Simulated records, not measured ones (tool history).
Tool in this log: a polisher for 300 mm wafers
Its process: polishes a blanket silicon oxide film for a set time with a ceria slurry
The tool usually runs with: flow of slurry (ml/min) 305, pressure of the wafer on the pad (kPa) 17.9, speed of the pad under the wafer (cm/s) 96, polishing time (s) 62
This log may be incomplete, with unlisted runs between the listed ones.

run,hour,flow of slurry (ml/min),pressure of the wafer on the pad (kPa),speed of the pad under the wafer (cm/s),polishing time (s),wafers since the last listed run,wafers polished on this pad,hours since the slurry nozzle was cleaned,hours since the head pressure was calibrated,"incoming thickness of the incoming film, nm",film removed (nm)
1,0,305,17.9,96,62,0,1361,159.9,145.3,916.1,249
2,72.7,305,17.9,96,62,859,2221,232.6,218,894.2,253.9
3,146.7,305,17.9,96,62,874,3095,306.6,292,904.9,252.4
4,211.2,305,17.9,82,62,762,3858,371.1,356.5,896.4,221.3
5,260,305,17.9,82,62,576,4435,419.9,405.3,891.7,220.9
6,328.7,305,20,96,62,812,5247,488.6,474,889,279.4
# hour 374.4: slurry nozzle cleaned
7,374.9,305,17.9,96,62,534,5781,0.5,520.2,898.9,251.6
# hour 379.6: worn pad replaced by a new one
8,466,305,17.9,96,62,1029,1021,91.6,611.3,902.7,250.1
9,511.7,265,17.9,96,62,540,1561,137.3,657,900.7,246.9
10,602.3,305,17.9,96,62,1070,2632,227.9,747.6,886.7,250.7
11,695,305,13.8,96,62,1095,3728,320.6,840.3,884,192.3
12,748.1,305,13.8,96,62,627,4356,373.7,893.4,905.6,196.4
# hour 789.6: worn pad replaced by a new one
13,847.9,305,13.8,96,62,1132,689,473.5,993.2,900.1,191.9
# hour 895.6: head pressure recalibrated
14,899,305,17.9,80,57,580,1269,524.6,3.4,909.3,195
# hour 926.4: slurry nozzle cleaned
15,966.5,305,17.9,80,57,786,2055,40.1,70.9,904.9,196.6
16,1021.4,305,17.9,80,57,648,2704,95,125.8,896.1,197.2
17,1078.5,305,17.9,96,62,674,3379,152.1,182.9,918.9,251.4
18,1161.1,305,17.9,96,62,976,4356,234.7,265.5,888.5,250.5
19,1266.7,200,24.1,96,62,1248,5604,340.3,371.1,909.4,328.5
# hour 1298.5: worn pad replaced by a new one
20,1376.7,210,22.8,96,62,1253,924,450.3,481.1,900.2,303.2
21,1443.5,340,14.5,96,62,789,1714,517.1,547.9,902.1,204.5
22,1513.5,390,15.9,96,62,827,2542,587.1,617.9,901.8,225.6
# hour 1550.2: slurry nozzle cleaned
23,1587.6,305,17.9,72,51,864,3406,37.4,692,897.2,165
24,1625.2,200,21.4,84,41,444,3850,75,729.6,901.7,174.7
25,1669.4,305,17.9,84,62,522,4373,119.2,773.8,900.6,227.4
# hour 1680.9: worn pad replaced by a new one
26,1728.4,305,17.9,96,62,650,561,178.2,832.8,909.7,252.8
27,1786.5,305,17.9,96,62,686,1248,236.3,890.9,895.4,252.2
28,1842.1,305,17.9,96,62,657,1905,291.9,946.5,901.3,250
29,1908.6,270,15.9,96,41,786,2692,358.4,1013,895,145.1
# hour 1922.6: head pressure recalibrated
30,1964.9,305,17.9,88,79,641,3333,414.7,42.3,895.4,298.1
31,2004.6,305,17.9,108,62,469,3803,454.4,82,900.1,273.5
32,2076.3,305,15.9,96,53,847,4650,526.1,153.7,910.9,189.8
33,2112.6,305,17.9,96,62,429,5079,562.4,190,907.1,253
# hour 2145.5: worn pad replaced by a new one
34,2171.9,305,17.9,120,62,653,312,621.7,249.3,902.1,303.5
35,2239.5,305,17.9,96,62,799,1111,689.3,316.9,889.7,248.2

What differs in the tool's unlogged condition from the final listed run ahead of each entry between runs to the first listed run following it?
Run 6 -> run 7: slurry nozzle cleaned (hour 374.4)
  both runs share identical hidden conditions
Run 7 -> run 8: worn pad replaced by a new one (hour 379.6)
  both runs share identical hidden conditions
Run 12 -> run 13: worn pad replaced by a new one (hour 789.6)
  both runs share identical hidden conditions
Run 13 -> run 14: head pressure recalibrated (hour 895.6)
  both runs share identical hidden conditions
Run 14 -> run 15: slurry nozzle cleaned (hour 926.4)
  both runs share identical hidden conditions
Run 19 -> run 20: worn pad replaced by a new one (hour 1298.5)
  both runs share identical hidden conditions
Run 22 -> run 23: slurry nozzle cleaned (hour 1550.2)
  both runs share identical hidden conditions
Run 25 -> run 26: worn pad replaced by a new one (hour 1680.9)
  both runs share identical hidden conditions
Run 29 -> run 30: head pressure recalibrated (hour 1922.6)
  both runs share identical hidden conditions
Run 33 -> run 34: worn pad replaced by a new one (hour 2145.5)
  both runs share identical hidden conditions
